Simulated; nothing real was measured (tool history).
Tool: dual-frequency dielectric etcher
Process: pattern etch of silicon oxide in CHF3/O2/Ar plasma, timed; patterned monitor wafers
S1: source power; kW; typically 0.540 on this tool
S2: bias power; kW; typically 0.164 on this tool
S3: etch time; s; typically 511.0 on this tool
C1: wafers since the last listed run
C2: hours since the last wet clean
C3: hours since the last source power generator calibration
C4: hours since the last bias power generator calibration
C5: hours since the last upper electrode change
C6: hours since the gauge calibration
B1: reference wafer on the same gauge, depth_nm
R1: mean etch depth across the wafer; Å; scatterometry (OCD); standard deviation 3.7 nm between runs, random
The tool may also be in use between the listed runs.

run	hour	S1	S2	S3	C1	C2	C3	C4	C5	C6	B1	R1
1	0.0	0.540	0.164	511.0	0	174.0	4208.0	2219.5	2781.5	3.4	874.9	9133
2	13.6	0.610	0.164	511.0	57	187.6	4221.6	2233.1	2795.1	17.0	873.7	9725
3	27.8	0.610	0.164	511.0	59	201.8	4235.8	2247.3	2809.3	31.2	873.4	9715
4	42.5	0.610	0.164	511.0	61	216.5	4250.5	2262.0	2824.0	45.9	872.9	9631
5	77.0	0.540	0.164	511.0	144	251.0	4285.0	2296.5	2858.5	80.4	871.9	9087
6	106.0	0.540	0.164	511.0	121	280.0	4314.0	2325.5	2887.5	109.4	869.9	9165
7	138.2	0.540	0.164	511.0	135	312.2	4346.2	2357.7	2919.7	141.6	869.6	9192
# hour 193.1: bias power generator calibrated
# hour 233.2: upper electrode replaced
# hour 236.9: source power generator calibrated
8	237.4	0.540	0.164	580.5	283	411.4	0.5	44.3	4.2	240.8	865.4	10321
9	248.8	0.540	0.164	580.5	47	422.8	11.9	55.7	15.6	252.2	865.8	10379
10	282.8	0.650	0.164	511.0	142	456.8	45.9	89.7	49.6	286.2	864.0	9896
11	298.3	0.540	0.164	511.0	65	472.3	61.4	105.2	65.1	301.7	863.8	9099
12	323.8	0.540	0.134	511.0	107	497.8	86.9	130.7	90.6	327.2	862.7	8303
13	347.1	0.540	0.130	511.0	97	521.1	110.2	154.0	113.9	350.5	862.3	8158
# hour 350.6: gauge calibrated
# hour 382.9: wet clean of the chamber
14	383.4	0.540	0.164	511.0	51	0.5	146.5	190.3	150.2	32.8	873.6	9206
15	389.2	0.430	0.138	511.0	24	6.3	152.3	196.1	156.0	38.6	873.1	7683
16	417.1	0.630	0.181	374.5	117	34.2	180.2	224.0	183.9	66.5	871.7	7492
17	444.0	0.420	0.195	642.5	112	61.1	207.1	250.9	210.8	93.4	871.7	11181
18	476.7	0.540	0.164	511.0	137	93.8	239.8	283.6	243.5	126.1	870.4	9172
19	497.8	0.540	0.164	511.0	88	114.9	260.9	304.7	264.6	147.2	870.5	9141

4 ways to go on from here, each from the tool as it stands after run 19. What would each give?
A	498.4	0.540	0.164	511.0	2	115.5	261.5	305.3	265.2	147.8	?	?
B	498.4	0.620	0.164	511.0	2	115.5	261.5	305.3	265.2	147.8	?	?
C	498.4	0.540	0.164	593.5	2	115.5	261.5	305.3	265.2	147.8	?	?
D	498.4	0.680	0.190	511.0	2	115.5	261.5	305.3	265.2	147.8	?	?

run	B1	R1
A	869.7	9091
B	869.7	9655
C	869.7	10558
D	869.7	10710
With the hidden condition removed and each run's random variation left untouched, the same runs would have given:
run	R1
A	9146
B	9714
C	10622
D	10775

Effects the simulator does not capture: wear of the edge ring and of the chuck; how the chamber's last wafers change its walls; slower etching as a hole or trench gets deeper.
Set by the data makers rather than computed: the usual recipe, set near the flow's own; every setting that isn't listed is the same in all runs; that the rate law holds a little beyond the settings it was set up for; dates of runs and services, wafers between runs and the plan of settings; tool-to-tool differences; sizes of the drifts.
